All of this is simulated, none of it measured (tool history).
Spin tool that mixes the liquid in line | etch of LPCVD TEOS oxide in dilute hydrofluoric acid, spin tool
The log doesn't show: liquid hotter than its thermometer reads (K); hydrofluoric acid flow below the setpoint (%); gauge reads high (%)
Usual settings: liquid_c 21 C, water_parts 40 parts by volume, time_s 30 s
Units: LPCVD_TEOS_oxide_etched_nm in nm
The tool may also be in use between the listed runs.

run,day,liquid_c,water_parts,time_s,wafers since the last listed run,hours since the thermometer was replaced,hours since the hydrofluoric acid flow meter was replaced,hours since the gauge calibration,"read-back film thickness of the LPCVD TEOS oxide reference wafer, read on the same gauge (nm)",LPCVD_TEOS_oxide_etched_nm
1,0,21,40,30,0,1366.3,1180.1,52.1,100.14,40.62
2,0.579,21,40,30,149,1380.2,1194,66,100.15,40.66
3,1.429,21,40,30,219,1400.6,1214.4,86.4,100.18,40.79
4,2.212,21,40,30,202,1419.4,1233.2,105.2,100.23,40.55
5,3.504,21,40,30,334,1450.4,1264.2,136.2,100.32,40.8
6,4.146,21,40,30,165,1465.8,1279.6,151.6,100.38,41.07
7,5.158,23.5,40,30,261,1490.1,1303.9,175.9,100.49,45.07
8,5.846,23.5,40,30,177,1506.6,1320.4,192.4,100.57,45.53
9,6.379,23.5,40,30,137,1519.4,1333.2,205.2,100.64,45.63
10,7.529,21,40,30,297,1547,1360.8,232.8,100.79,40.85
11,8.1,21,40,30,147,1560.7,1374.5,246.5,100.86,40.84
12,9.179,24,20,35,279,1586.6,1400.4,272.4,101.04,112.05
13,9.721,21,40,30,140,1599.6,1413.4,285.4,101.13,40.72
# day 9.988: hydrofluoric acid flow meter replaced
14,10.892,21,45,35,292,1627.7,21.7,313.5,101.35,42.27
# day 11.817: gauge calibrated
15,14.179,21,35,20,850,1706.6,100.6,56.7,100.31,31.13

The next listed run, before its measurement:
# day 14.733: thermometer replaced
16,15.425,25,40,45,311,16.6,130.5,86.6,?,?

read-back film thickness of the LPCVD TEOS oxide reference wafer, read on the same gauge (nm): 100.37
LPCVD_TEOS_oxide_etched_nm: 72.05 nm
Without the tool's hidden state the same run would have given LPCVD_TEOS_oxide_etched_nm 71.79 nm.

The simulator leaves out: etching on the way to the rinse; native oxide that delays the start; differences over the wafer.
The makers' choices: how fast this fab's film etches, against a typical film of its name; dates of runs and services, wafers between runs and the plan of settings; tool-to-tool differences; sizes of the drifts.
